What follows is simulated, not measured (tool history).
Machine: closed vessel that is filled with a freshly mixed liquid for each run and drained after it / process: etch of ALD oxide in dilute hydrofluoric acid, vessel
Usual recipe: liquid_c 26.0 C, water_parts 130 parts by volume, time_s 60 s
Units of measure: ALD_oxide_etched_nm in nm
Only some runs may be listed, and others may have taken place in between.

| run | hour | liquid_c | water_parts | time_s | read-back film thickness of the ALD oxide reference wafer, read on the same gauge (nm) | ALD_oxide_etched_nm |
|---|---|---|---|---|---|---|
| 1 | 0.0 | 27.5 | 130 | 50 | 72.12 | 13.37 |
| 2 | 48.8 | 27.5 | 130 | 50 | 72.40 | 13.48 |
|  | 70.2 | gauge calibrated |
| 3 | 78.3 | 27.5 | 130 | 50 | 69.96 | 12.95 |
| 4 | 131.9 | 26.0 | 130 | 80 | 69.98 | 19.51 |
| 5 | 192.4 | 26.0 | 130 | 80 | 70.05 | 19.88 |
| 6 | 251.4 | 26.0 | 130 | 80 | 70.09 | 19.66 |
| 7 | 279.3 | 26.0 | 130 | 40 | 70.14 | 9.76 |
| 8 | 310.0 | 26.0 | 130 | 40 | 70.18 | 9.84 |
| 9 | 337.6 | 26.0 | 130 | 40 | 70.23 | 9.97 |
| 10 | 396.0 | 26.0 | 130 | 60 | 70.36 | 14.72 |
| 11 | 455.6 | 26.0 | 130 | 60 | 70.54 | 14.98 |
| 12 | 505.4 | 26.0 | 130 | 60 | 70.63 | 14.99 |
|  | 510.2 | hydrofluoric acid flow meter replaced |
|  | 544.4 | thermometer replaced |
| 13 | 559.6 | 26.0 | 130 | 60 | 70.84 | 14.98 |
| 14 | 587.3 | 26.0 | 130 | 60 | 70.93 | 14.94 |
| 15 | 619.0 | 29.0 | 150 | 75 | 71.06 | 17.46 |
| 16 | 647.8 | 29.0 | 150 | 75 | 71.18 | 17.60 |
| 17 | 712.7 | 26.0 | 130 | 60 | 71.47 | 15.24 |
| 18 | 766.0 | 23.5 | 105 | 45 | 71.72 | 13.01 |
| 19 | 813.0 | 26.0 | 130 | 60 | 71.95 | 15.34 |
| 20 | 870.5 | 26.0 | 85 | 35 | 72.27 | 14.27 |
| 21 | 903.0 | 26.0 | 180 | 60 | 72.45 | 10.40 |
| 22 | 941.6 | 26.0 | 130 | 75 | 72.71 | 19.19 |
|  | 944.5 | gauge calibrated |
| 23 | 990.1 | 28.5 | 175 | 60 | 70.22 | 11.45 |
| 24 | 1041.4 | 26.0 | 130 | 60 | 70.23 | 15.01 |
| 25 | 1092.4 | 26.0 | 85 | 95 | 70.26 | 37.60 |
| 26 | 1130.0 | 26.0 | 95 | 60 | 70.29 | 21.24 |
| 27 | 1195.0 | 28.5 | 155 | 35 | 70.44 | 7.75 |
| 28 | 1223.0 | 22.0 | 95 | 50 | 70.49 | 14.89 |
| 29 | 1254.3 | 23.5 | 155 | 60 | 70.56 | 11.01 |

Hidden state or all else? Some run-to-run changes of ALD_oxide_etched_nm, split into what the settings, what came in and random variation would give without the hidden state, and what is left for the hidden state (with any gauge scatter that isn't in both results):
Unlogged tool condition in this case: liquid hotter than its thermometer reads (K); hydrofluoric acid flow above the setpoint (%); gauge reads high (%).
Run 2 -> 3: gauge calibrated. ALD_oxide_etched_nm -0.53 nm: hidden state -0.45, all else -0.08.
Run 22 -> 23: liquid_c 26.0 -> 28.5, water_parts 130 -> 175, time_s 75 -> 60, gauge calibrated. ALD_oxide_etched_nm -7.74 nm: hidden state -0.69, all else -7.05.
Run 24 -> 25: water_parts 130 -> 85, time_s 60 -> 95. ALD_oxide_etched_nm +22.59 nm: hidden state +0.10, all else +22.49.
Run 25 -> 26: water_parts 85 -> 95, time_s 95 -> 60. ALD_oxide_etched_nm -16.36 nm: hidden state -0.06, all else -16.30.
